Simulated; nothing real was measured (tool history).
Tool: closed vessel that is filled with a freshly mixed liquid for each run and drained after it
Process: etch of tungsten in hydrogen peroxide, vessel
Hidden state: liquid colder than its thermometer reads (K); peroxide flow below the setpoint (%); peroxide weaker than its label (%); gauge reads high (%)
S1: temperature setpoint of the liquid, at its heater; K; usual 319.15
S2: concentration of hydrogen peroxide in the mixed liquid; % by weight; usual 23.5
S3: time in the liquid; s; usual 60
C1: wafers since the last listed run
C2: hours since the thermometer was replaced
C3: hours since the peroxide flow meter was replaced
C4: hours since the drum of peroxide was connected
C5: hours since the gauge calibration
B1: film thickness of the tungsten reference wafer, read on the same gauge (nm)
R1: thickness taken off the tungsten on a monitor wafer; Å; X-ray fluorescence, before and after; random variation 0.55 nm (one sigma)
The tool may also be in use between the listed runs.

{"run": 1, "hour": 0.0, "S1": 319.15, "S2": 23.5, "S3": 60, "C1": 0, "C2": 2231.6, "C3": 11.5, "C4": 1050.7, "C5": 414.3, "B1": 149.98, "R1": 1060.4}
{"run": 2, "hour": 17.7, "S1": 319.15, "S2": 23.5, "S3": 60, "C1": 1137, "C2": 2249.3, "C3": 29.2, "C4": 1068.4, "C5": 432.0, "B1": 150.01, "R1": 1052.2}
{"run": 3, "hour": 26.2, "S1": 319.15, "S2": 23.5, "S3": 60, "C1": 546, "C2": 2257.8, "C3": 37.7, "C4": 1076.9, "C5": 440.5, "B1": 149.99, "R1": 1065.1}
{"run": 4, "hour": 38.3, "S1": 319.15, "S2": 23.5, "S3": 60, "C1": 777, "C2": 2269.9, "C3": 49.8, "C4": 1089.0, "C5": 452.6, "B1": 150.01, "R1": 1060.7}
{"run": 5, "hour": 56.2, "S1": 319.15, "S2": 23.5, "S3": 60, "C1": 1150, "C2": 2287.8, "C3": 67.7, "C4": 1106.9, "C5": 470.5, "B1": 150.02, "R1": 1057.9}
{"hour": 67.8, "done": "new drum of peroxide connected"}
{"run": 6, "hour": 68.3, "S1": 319.15, "S2": 23.5, "S3": 60, "C1": 713, "C2": 2299.9, "C3": 79.8, "C4": 0.5, "C5": 482.6, "B1": 149.97, "R1": 1098.8}
{"run": 7, "hour": 80.9, "S1": 319.15, "S2": 23.5, "S3": 60, "C1": 809, "C2": 2312.5, "C3": 92.4, "C4": 13.1, "C5": 495.2, "B1": 150.0, "R1": 1091.8}
{"run": 8, "hour": 88.4, "S1": 319.15, "S2": 25.5, "S3": 85, "C1": 481, "C2": 2320.0, "C3": 99.9, "C4": 20.6, "C5": 502.7, "B1": 149.98, "R1": 1614.1}
{"run": 9, "hour": 102.6, "S1": 327.65, "S2": 21.5, "S3": 60, "C1": 912, "C2": 2334.2, "C3": 114.1, "C4": 34.8, "C5": 516.9, "B1": 150.01, "R1": 1749.7}
{"hour": 107.1, "done": "gauge calibrated"}
{"run": 10, "hour": 110.4, "S1": 312.15, "S2": 16.5, "S3": 60, "C1": 501, "C2": 2342.0, "C3": 121.9, "C4": 42.6, "C5": 3.3, "B1": 150.0, "R1": 586.2}
{"hour": 112.1, "done": "thermometer replaced"}
{"run": 11, "hour": 126.7, "S1": 327.65, "S2": 20.0, "S3": 35, "C1": 983, "C2": 14.6, "C3": 138.2, "C4": 58.9, "C5": 19.6, "B1": 150.03, "R1": 982.7}
{"run": 12, "hour": 135.9, "S1": 323.15, "S2": 21.5, "S3": 90, "C1": 591, "C2": 23.8, "C3": 147.4, "C4": 68.1, "C5": 28.8, "B1": 149.97, "R1": 1995.0}
{"run": 13, "hour": 147.1, "S1": 319.15, "S2": 23.5, "S3": 35, "C1": 719, "C2": 35.0, "C3": 158.6, "C4": 79.3, "C5": 40.0, "B1": 150.0, "R1": 639.9}
{"run": 14, "hour": 153.2, "S1": 315.15, "S2": 23.5, "S3": 70, "C1": 391, "C2": 41.1, "C3": 164.7, "C4": 85.4, "C5": 46.1, "B1": 150.01, "R1": 989.7}
{"run": 15, "hour": 169.7, "S1": 319.15, "S2": 23.5, "S3": 85, "C1": 1060, "C2": 57.6, "C3": 181.2, "C4": 101.9, "C5": 62.6, "B1": 149.99, "R1": 1545.2}
{"run": 16, "hour": 184.4, "S1": 319.15, "S2": 23.5, "S3": 60, "C1": 944, "C2": 72.3, "C3": 195.9, "C4": 116.6, "C5": 77.3, "B1": 149.99, "R1": 1088.3}
{"run": 17, "hour": 196.9, "S1": 319.15, "S2": 23.5, "S3": 60, "C1": 803, "C2": 84.8, "C3": 208.4, "C4": 129.1, "C5": 89.8, "B1": 149.99, "R1": 1099.7}
{"run": 18, "hour": 205.7, "S1": 319.15, "S2": 23.5, "S3": 60, "C1": 565, "C2": 93.6, "C3": 217.2, "C4": 137.9, "C5": 98.6, "B1": 150.01, "R1": 1085.6}
{"run": 19, "hour": 240.4, "S1": 319.15, "S2": 27.0, "S3": 80, "C1": 2229, "C2": 128.3, "C3": 251.9, "C4": 172.6, "C5": 133.3, "B1": 150.02, "R1": 1556.8}

The next listed run, before its measurement:
{"run": 20, "hour": 251.7, "S1": 310.65, "S2": 28.0, "S3": 60, "C1": 726, "C2": 139.6, "C3": 263.2, "C4": 183.9, "C5": 144.6, "B1": "?", "R1": "?"}

B1: 150.00
R1: 687.5 Å
Without the tool's hidden state the same run would have given R1 695.1 Å.
